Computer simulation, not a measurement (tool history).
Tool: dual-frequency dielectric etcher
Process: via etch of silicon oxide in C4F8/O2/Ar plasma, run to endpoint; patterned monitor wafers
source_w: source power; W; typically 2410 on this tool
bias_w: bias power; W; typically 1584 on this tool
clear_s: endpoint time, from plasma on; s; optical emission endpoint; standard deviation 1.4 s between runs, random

| run | hour | source_w | bias_w | incoming incoming film thickness, nm | clear_s |
|---|---|---|---|---|---|
| 1 | 0 | 2410 | 1584 | 1496.1 | 289.8 |
| 2 | 18.4 | 2410 | 1584 | 1515.8 | 292 |
| 3 | 37.5 | 2410 | 1584 | 1513 | 290.3 |
| 4 | 68.6 | 2410 | 1584 | 1503.3 | 290 |
| 5 | 85.5 | 2410 | 1584 | 1522.8 | 292.7 |
| 6 | 108.7 | 2410 | 1584 | 1512.5 | 288.7 |
|  | 142.8 | bias power generator calibrated |
|  | 145.9 | upper electrode replaced |
| 7 | 146.4 | 2410 | 1584 | 1504.4 | 287.8 |
| 8 | 156.5 | 2410 | 1584 | 1489.7 | 289.5 |
|  | 177.7 | source power generator calibrated |
| 9 | 185.7 | 2410 | 1584 | 1492.3 | 286.5 |
| 10 | 212.7 | 2410 | 1437 | 1508.7 | 304.1 |
| 11 | 240.4 | 2410 | 1584 | 1493.3 | 288.3 |
| 12 | 256.8 | 2410 | 1584 | 1505.6 | 290.9 |
| 13 | 290.1 | 2410 | 1828 | 1494.2 | 271.9 |
| 14 | 310.5 | 1830 | 1752 | 1493 | 326 |
|  | 344.5 | wet clean of the chamber |
| 15 | 345 | 2800 | 1216 | 1477 | 289.2 |

Expected results for the next run?
| 16 | 345.4 | 2410 | 1584 | 1489.5 | ? |

Run 16 yielded clear_s 288.1 s.
Minus the tool's unlogged condition, the same run would have read clear_s 288.1 s.
